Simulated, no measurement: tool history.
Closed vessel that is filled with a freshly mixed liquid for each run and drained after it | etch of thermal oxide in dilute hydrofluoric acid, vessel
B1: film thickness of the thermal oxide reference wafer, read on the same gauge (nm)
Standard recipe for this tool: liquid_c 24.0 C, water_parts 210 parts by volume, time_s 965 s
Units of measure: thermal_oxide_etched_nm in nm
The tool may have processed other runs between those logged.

Run 1, hour 0.0: usual settings; B1 49.98. Result: thermal_oxide_etched_nm 18.27 nm.
Run 2, hour 47.7: usual settings; B1 50.01. Result: thermal_oxide_etched_nm 18.66 nm.
Run 3, hour 119.0: usual settings; B1 49.97. Result: thermal_oxide_etched_nm 18.52 nm.
Run 4, hour 168.2: usual settings but water_parts 125 parts by volume; B1 50.01. Result: thermal_oxide_etched_nm 33.85 nm.
Run 5, hour 215.1: usual settings but water_parts 135 parts by volume; B1 50.01. Result: thermal_oxide_etched_nm 30.99 nm.
Run 6, hour 288.0: usual settings but water_parts 135 parts by volume; B1 50.02. Result: thermal_oxide_etched_nm 31.03 nm.
At hour 318.8: hydrofluoric acid flow meter replaced.
Run 7, hour 358.0: usual settings but water_parts 135 parts by volume; B1 50.00. Result: thermal_oxide_etched_nm 31.38 nm.
Run 8, hour 453.1: usual settings but water_parts 135 parts by volume; B1 49.96. Result: thermal_oxide_etched_nm 31.06 nm.
Run 9, hour 491.2: usual settings but liquid_c 28.0 C, water_parts 255 parts by volume, time_s 1525 s; B1 49.98. Result: thermal_oxide_etched_nm 26.39 nm.
Run 10, hour 563.2: usual settings but liquid_c 22.0 C, water_parts 115 parts by volume, time_s 1270 s; B1 49.99. Result: thermal_oxide_etched_nm 45.80 nm.
Run 11, hour 636.9: usual settings but time_s 775 s; B1 49.98. Result: thermal_oxide_etched_nm 14.88 nm.
Run 12, hour 736.8: usual settings but liquid_c 25.5 C, water_parts 255 parts by volume, time_s 660 s; B1 50.03. Result: thermal_oxide_etched_nm 10.60 nm.
Run 13, hour 829.0: usual settings but liquid_c 19.0 C, water_parts 155 parts by volume, time_s 1185 s; B1 50.02. Result: thermal_oxide_etched_nm 27.14 nm.
Run 14, hour 931.9: usual settings but time_s 775 s; B1 49.99. Result: thermal_oxide_etched_nm 14.94 nm.
Run 15, hour 1025.5: usual settings but time_s 1440 s; B1 50.03. Result: thermal_oxide_etched_nm 28.28 nm.
Run 16, hour 1092.3: usual settings but liquid_c 22.5 C, time_s 470 s; B1 50.02. Result: thermal_oxide_etched_nm 8.73 nm.
Run 17, hour 1157.6: usual settings but liquid_c 22.0 C, water_parts 250 parts by volume, time_s 405 s; B1 49.97. Result: thermal_oxide_etched_nm 5.95 nm.
Run 18, hour 1197.3: usual settings but time_s 770 s; B1 50.01. Result: thermal_oxide_etched_nm 15.09 nm.
At hour 1237.1: gauge calibrated.
Run 19, hour 1259.3: usual settings but liquid_c 21.0 C, water_parts 305 parts by volume, time_s 1505 s; B1 49.99. Result: thermal_oxide_etched_nm 16.55 nm.
Run 20, hour 1332.5: usual settings but water_parts 150 parts by volume; B1 49.99. Result: thermal_oxide_etched_nm 28.42 nm.
At hour 1456.6: hydrofluoric acid flow meter replaced.
Run 21, hour 1503.4: usual settings but liquid_c 26.5 C, water_parts 115 parts by volume, time_s 525 s; B1 49.99. Result: thermal_oxide_etched_nm 23.29 nm.
Run 22, hour 1565.2: usual settings but liquid_c 22.0 C, water_parts 245 parts by volume, time_s 505 s; B1 49.96. Result: thermal_oxide_etched_nm 7.67 nm.

For run 23, what comes out?
Run 23, hour 1668.2: usual settings but liquid_c 19.5 C, time_s 525 s; B1 ?. Result: thermal_oxide_etched_nm ?.

{"run 23": {"B1": 50.04, "thermal_oxide_etched_nm": 8.73}}
Had the tool carried no hidden state, the very same run would have given thermal_oxide_etched_nm 8.32 nm.

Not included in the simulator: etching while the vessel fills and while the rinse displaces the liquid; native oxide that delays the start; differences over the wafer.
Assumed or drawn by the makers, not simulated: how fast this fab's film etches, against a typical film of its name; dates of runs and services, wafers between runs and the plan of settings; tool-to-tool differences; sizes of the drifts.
